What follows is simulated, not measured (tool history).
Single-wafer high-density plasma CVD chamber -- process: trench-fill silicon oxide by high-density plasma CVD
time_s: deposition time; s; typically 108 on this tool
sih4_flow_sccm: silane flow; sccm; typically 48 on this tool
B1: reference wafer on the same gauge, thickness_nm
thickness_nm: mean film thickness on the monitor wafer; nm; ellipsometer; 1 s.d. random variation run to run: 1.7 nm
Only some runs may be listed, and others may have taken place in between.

Run 1, hour 0: usual settings but sih4_flow_sccm 41 sccm; B1 406.963. Result: thickness_nm 411.201 nm.
Run 2, hour 98.7: usual settings but sih4_flow_sccm 41 sccm; B1 406.603. Result: thickness_nm 410.059 nm.
Run 3, hour 187.7: usual settings but sih4_flow_sccm 50 sccm; B1 406.398. Result: thickness_nm 485.746 nm.
Run 4, hour 246.6: usual settings but time_s 124 s; B1 405.025. Result: thickness_nm 541.393 nm.
Run 5, hour 486.2: usual settings but time_s 124 s; B1 404.041. Result: thickness_nm 542.028 nm.
Run 6, hour 539.9: usual settings but time_s 124 s; B1 403.755. Result: thickness_nm 537.764 nm.
Run 7, hour 581.3: usual settings; B1 404.103. Result: thickness_nm 472.244 nm.
Run 8, hour 676.1: usual settings; B1 403.795. Result: thickness_nm 471.246 nm.
Run 9, hour 748.7: usual settings; B1 403.327. Result: thickness_nm 468.85 nm.
Run 10, hour 851.7: usual settings but sih4_flow_sccm 54 sccm; B1 403.608. Result: thickness_nm 522.742 nm.
At hour 900.2: silane flow controller replaced.
Run 11, hour 931.9: usual settings but sih4_flow_sccm 54 sccm; B1 402.882. Result: thickness_nm 521.659 nm.
Run 12, hour 1021.9: usual settings but sih4_flow_sccm 54 sccm; B1 402.768. Result: thickness_nm 521.717 nm.
Run 13, hour 1103.6: usual settings but sih4_flow_sccm 42 sccm; B1 402.583. Result: thickness_nm 415.978 nm.
At hour 1115.2: gauge calibrated.
Run 14, hour 1162.5: usual settings but sih4_flow_sccm 42 sccm; B1 416.002. Result: thickness_nm 428.576 nm.
Run 15, hour 1235.6: usual settings but sih4_flow_sccm 42 sccm; B1 414.594. Result: thickness_nm 424.348 nm.
Run 16, hour 1313.4: usual settings; B1 412.872. Result: thickness_nm 481.983 nm.
Run 17, hour 1375.7: usual settings; B1 412.087. Result: thickness_nm 477.472 nm.
Run 18, hour 1448.1: usual settings but sih4_flow_sccm 41 sccm; B1 411.248. Result: thickness_nm 413.51 nm.
Run 19, hour 1544.5: usual settings but time_s 125 s, sih4_flow_sccm 45 sccm; B1 409.009. Result: thickness_nm 520.584 nm.
Run 20, hour 1617.7: usual settings but time_s 100 s, sih4_flow_sccm 43 sccm; B1 408.483. Result: thickness_nm 398.142 nm.
Run 21, hour 1669.6: usual settings but time_s 129 s, sih4_flow_sccm 57 sccm; B1 408.157. Result: thickness_nm 658.405 nm.
Run 22, hour 1746.7: usual settings but sih4_flow_sccm 41 sccm; B1 406.781. Result: thickness_nm 411.791 nm.
Run 23, hour 1963.3: usual settings but time_s 93 s, sih4_flow_sccm 44 sccm; B1 405.542. Result: thickness_nm 373.799 nm.
Run 24, hour 2045.8: usual settings but time_s 125 s, sih4_flow_sccm 41 sccm; B1 404.819. Result: thickness_nm 473.685 nm.
Run 25, hour 2116.7: usual settings; B1 404.578. Result: thickness_nm 470.256 nm.
Run 26, hour 2177.9: usual settings but time_s 94 s, sih4_flow_sccm 43 sccm; B1 403.696. Result: thickness_nm 372.043 nm.
Run 27, hour 2220.8: usual settings but time_s 92 s; B1 403.924. Result: thickness_nm 399.838 nm.
Run 28, hour 2270.9: usual settings but sih4_flow_sccm 52 sccm; B1 403.803. Result: thickness_nm 507.809 nm.
Run 29, hour 2368.7: usual settings but time_s 90 s, sih4_flow_sccm 57 sccm; B1 403.202. Result: thickness_nm 455.429 nm.
Run 30, hour 2440.9: usual settings but time_s 99 s, sih4_flow_sccm 45 sccm; B1 403.278. Result: thickness_nm 404.552 nm.
Run 31, hour 2487.2: usual settings but time_s 89 s; B1 402.518. Result: thickness_nm 388.508 nm.
Run 32, hour 2538.8: usual settings but time_s 119 s, sih4_flow_sccm 52 sccm; B1 402.69. Result: thickness_nm 557.618 nm.

Selected run-to-run steps in thickness_nm, each split into two signed amounts: the part the tool would show with no hidden state at all (from settings, incoming material and random variation), and the remainder, which goes to the hidden state together with any gauge scatter not common to the measured and the hidden-state-free results:
Unlogged tool condition in this case: delivered silane flow above the setpoint (%); gauge reads high (%).
Run 13 -> 14: gauge calibrated. thickness_nm +12.598 nm: hidden state +14.125, all else -1.527.
Run 20 -> 21: time_s 100 -> 129, sih4_flow_sccm 43 -> 57. thickness_nm +260.263 nm: hidden state -6.265, all else +266.528.
Run 21 -> 22: time_s 129 -> 108, sih4_flow_sccm 57 -> 41. thickness_nm -246.614 nm: hidden state +4.543, all else -251.157.
Run 31 -> 32: time_s 89 -> 119, sih4_flow_sccm 48 -> 52. thickness_nm +169.11 nm: hidden state -6.271, all else +175.381.
